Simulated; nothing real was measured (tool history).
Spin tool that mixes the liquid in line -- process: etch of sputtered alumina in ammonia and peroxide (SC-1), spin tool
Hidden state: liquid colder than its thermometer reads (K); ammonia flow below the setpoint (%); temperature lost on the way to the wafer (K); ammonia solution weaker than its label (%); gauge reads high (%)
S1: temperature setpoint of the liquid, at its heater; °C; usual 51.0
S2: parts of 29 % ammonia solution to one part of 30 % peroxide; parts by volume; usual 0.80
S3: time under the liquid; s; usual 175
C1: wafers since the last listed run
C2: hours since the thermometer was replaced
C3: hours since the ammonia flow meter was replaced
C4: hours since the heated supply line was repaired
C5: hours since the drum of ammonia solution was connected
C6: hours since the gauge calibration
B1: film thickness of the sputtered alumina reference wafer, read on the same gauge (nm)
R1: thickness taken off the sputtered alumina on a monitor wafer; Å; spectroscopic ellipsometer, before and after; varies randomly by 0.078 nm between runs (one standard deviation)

run     day    S1    S2   S3    C1      C2     C3      C4      C5      C6      B1     R1
  1   0.000  51.0  0.80  175     0  1344.5  759.1  1889.0   509.5  1256.5  120.02  108.5
      0.496  -- ammonia flow meter replaced
  2   3.804  51.0  1.05  175   616  1435.8   79.4  1980.3   600.8  1347.8  119.98  111.3
  3   6.379  51.0  1.05  175   422  1497.6  141.2  2042.1   662.6  1409.6  120.00  110.0
  4   7.904  51.0  1.05  175   249  1534.2  177.8  2078.7   699.2  1446.2  120.00  111.4
  5  10.817  51.0  0.80  175   477  1604.1  247.7  2148.6   769.1  1516.1  119.98  107.1
  6  18.738  51.0  0.80  175  1298  1794.2  437.8  2338.7   959.2  1706.2  120.00  106.6
  7  20.904  51.0  0.80  175   355  1846.2  489.8  2390.7  1011.2  1758.2  120.00  106.4
  8  22.617  51.0  0.80  175   280  1887.3  530.9  2431.8  1052.3  1799.3  120.02  108.9
  9  26.988  51.0  0.80  175   716  1992.2  635.8  2536.7  1157.2  1904.2  120.02  107.4
     28.712  -- ammonia flow meter replaced
 10  30.367  51.0  0.80  175   547  2073.3   39.7  2617.8  1238.3  1985.3  120.05  106.0
     32.083  -- new drum of ammonia solution connected
 11  34.375  57.5  0.50  140   650  2169.5  135.9  2714.0    55.0  2081.5  120.03  115.5
 12  37.379  57.5  0.50  140   492  2241.6  208.0  2786.1   127.1  2153.6  120.04  115.6
 13  39.575  47.5  0.60  120   359  2294.3  260.7  2838.8   179.8  2206.3  119.99   58.7
 14  43.638  51.0  0.80  175   665  2391.8  358.2  2936.3   277.3  2303.8  119.98  106.7
     44.188  -- thermometer replaced
 15  47.429  51.0  1.05  175   614    77.8  449.2  3027.3   368.3  2394.8  120.02  109.9
 16  50.946  43.5  0.45   85   576   162.2  533.6  3111.7   452.7  2479.2  119.95   31.9
 17  55.300  51.0  0.80  175   713   266.7  638.1  3216.2   557.2  2583.7  120.01  107.9
     56.388  -- gauge calibrated
 18  57.062  56.5  0.45  280   288   309.0  680.4  3258.5   599.5    16.2  120.02  214.5
 19  61.404  51.0  1.10  175   711   413.2  784.6  3362.7   703.7   120.4  120.01  109.7
     62.425  -- ammonia flow meter replaced
 20  63.754  46.5  0.80   75   378   469.6   31.9  3419.1   760.1   176.8  120.01   35.4
     64.829  -- heated supply line repaired
 21  66.188  54.0  0.80  175   392   528.0   90.3    32.6   818.5   235.2  120.00  132.8
 22  77.783  51.0  0.80  130  1900   806.3  368.6   310.9  1096.8   513.5  120.03   82.7
     83.846  -- new drum of ammonia solution connected
 23  87.550  51.0  0.45  175  1594  1040.7  603.0   545.3    88.9   747.9  119.97  105.7
 24  89.708  51.0  0.80  175   353  1092.5  654.8   597.1   140.7   799.7  119.96  112.3

Measured less the same run without the tool's hidden state. The same run-to-run variation is in both; the gauge's scatter may not be:
run     R1
  1   -3.9
  2   -4.2
  3   -4.2
  4   -4.4
  5   -4.3
  6   -4.6
  7   -4.8
  8   -4.9
  9   -4.9
 10   -5.0
 11   -5.3
 12   -5.5
 13   -3.1
 14   -5.6
 15   -6.0
 16   -1.8
 17   -6.2
 18  -11.8
 19   -6.5
 20   -2.1
 21   -0.4
 22   -0.6
 23   -1.1
 24   -1.2

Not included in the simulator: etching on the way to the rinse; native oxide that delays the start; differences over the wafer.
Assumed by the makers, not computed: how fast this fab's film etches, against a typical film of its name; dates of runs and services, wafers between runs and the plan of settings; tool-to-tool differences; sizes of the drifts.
